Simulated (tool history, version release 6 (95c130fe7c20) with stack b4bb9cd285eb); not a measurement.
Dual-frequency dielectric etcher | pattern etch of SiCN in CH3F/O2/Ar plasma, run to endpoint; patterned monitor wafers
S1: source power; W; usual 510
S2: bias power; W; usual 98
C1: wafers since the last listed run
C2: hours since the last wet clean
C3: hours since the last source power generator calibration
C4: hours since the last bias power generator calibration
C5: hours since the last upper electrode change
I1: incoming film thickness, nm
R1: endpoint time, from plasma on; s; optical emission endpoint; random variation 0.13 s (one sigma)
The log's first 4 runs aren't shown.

run 5 hour=449.4 | S1=510 S2=98 | C1=1071 C2=403.9 C3=3420.8 C4=1367.5 C5=1223.6 | I1=8.65 | R1=18.4
run 6 hour=503.3 | S1=510 S2=98 | C1=703 C2=457.8 C3=3474.7 C4=1421.4 C5=1277.5 | I1=8.71 | R1=18.4
-- hour=617.6 wet clean of the chamber
run 7 hour=618.1 | S1=510 S2=98 | C1=1184 C2=0.5 C3=3589.5 C4=1536.2 C5=1392.3 | I1=8.62 | R1=19.0
run 8 hour=679.8 | S1=510 S2=98 | C1=805 C2=62.2 C3=3651.2 C4=1597.9 C5=1454.0 | I1=8.70 | R1=19.2
run 9 hour=728.5 | S1=510 S2=98 | C1=635 C2=110.9 C3=3699.9 C4=1646.6 C5=1502.7 | I1=8.71 | R1=19.0
run 10 hour=783.8 | S1=510 S2=98 | C1=721 C2=166.2 C3=3755.2 C4=1701.9 C5=1558.0 | I1=8.67 | R1=18.8
run 11 hour=865.5 | S1=510 S2=98 | C1=1066 C2=247.9 C3=3836.9 C4=1783.6 C5=1639.7 | I1=8.71 | R1=18.9
run 12 hour=959.1 | S1=510 S2=98 | C1=1221 C2=341.5 C3=3930.5 C4=1877.2 C5=1733.3 | I1=8.62 | R1=18.4
run 13 hour=1032.6 | S1=510 S2=98 | C1=959 C2=415.0 C3=4004.0 C4=1950.7 C5=1806.8 | I1=8.69 | R1=18.4
run 14 hour=1094.1 | S1=510 S2=98 | C1=802 C2=476.5 C3=4065.5 C4=2012.2 C5=1868.3 | I1=8.54 | R1=18.2
run 15 hour=1171.6 | S1=510 S2=98 | C1=1011 C2=554.0 C3=4143.0 C4=2089.7 C5=1945.8 | I1=8.69 | R1=18.3
-- hour=1197.7 wet clean of the chamber
run 16 hour=1208.7 | S1=510 S2=98 | C1=170 C2=11.0 C3=4180.1 C4=2126.8 C5=1982.9 | I1=8.70 | R1=19.1
run 17 hour=1287.0 | S1=580 S2=98 | C1=1021 C2=89.3 C3=4258.4 C4=2205.1 C5=2061.2 | I1=8.65 | R1=18.4
run 18 hour=1329.9 | S1=600 S2=98 | C1=559 C2=132.2 C3=4301.3 C4=2248.0 C5=2104.1 | I1=8.71 | R1=18.2
run 19 hour=1433.8 | S1=410 S2=84 | C1=1355 C2=236.1 C3=4405.2 C4=2351.9 C5=2208.0 | I1=8.71 | R1=20.9
run 20 hour=1495.9 | S1=510 S2=98 | C1=810 C2=298.2 C3=4467.3 C4=2414.0 C5=2270.1 | I1=8.72 | R1=19.0
run 21 hour=1558.8 | S1=600 S2=121 | C1=820 C2=361.1 C3=4530.2 C4=2476.9 C5=2333.0 | I1=8.75 | R1=16.5
-- hour=1629.4 upper electrode replaced
run 22 hour=1639.4 | S1=580 S2=110 | C1=738 C2=441.7 C3=4610.8 C4=2557.5 C5=10.0 | I1=8.68 | R1=17.1
run 23 hour=1729.6 | S1=580 S2=84 | C1=1177 C2=531.9 C3=4701.0 C4=2647.7 C5=100.2 | I1=8.74 | R1=19.2
run 24 hour=1770.2 | S1=570 S2=115 | C1=529 C2=572.5 C3=4741.6 C4=2688.3 C5=140.8 | I1=8.77 | R1=16.8
-- hour=1833.7 wet clean of the chamber
run 25 hour=1838.4 | S1=390 S2=98 | C1=576 C2=4.7 C3=4809.8 C4=2756.5 C5=209.0 | I1=8.66 | R1=20.6
run 26 hour=1907.0 | S1=590 S2=120 | C1=895 C2=73.3 C3=4878.4 C4=2825.1 C5=277.6 | I1=8.65 | R1=16.9
-- hour=1913.8 source power generator calibrated
run 27 hour=1957.9 | S1=580 S2=75 | C1=612 C2=124.2 C3=44.1 C4=2876.0 C5=328.5 | I1=8.67 | R1=20.3
-- hour=1963.6 bias power generator calibrated
run 28 hour=2048.9 | S1=420 S2=98 | C1=1135 C2=215.2 C3=135.1 C4=85.3 C5=419.5 | I1=8.71 | R1=20.0
run 29 hour=2121.1 | S1=390 S2=98 | C1=942 C2=287.4 C3=207.3 C4=157.5 C5=491.7 | I1=8.68 | R1=20.3

Run 30 comes next. What will it give?
run 30 hour=2186.9 | S1=510 S2=98 | C1=858 C2=353.2 C3=273.1 C4=223.3 C5=557.5 | I1=8.70 | R1=?

R1: 18.8 s
Without the tool's hidden state the same run would have given R1 19.2 s.
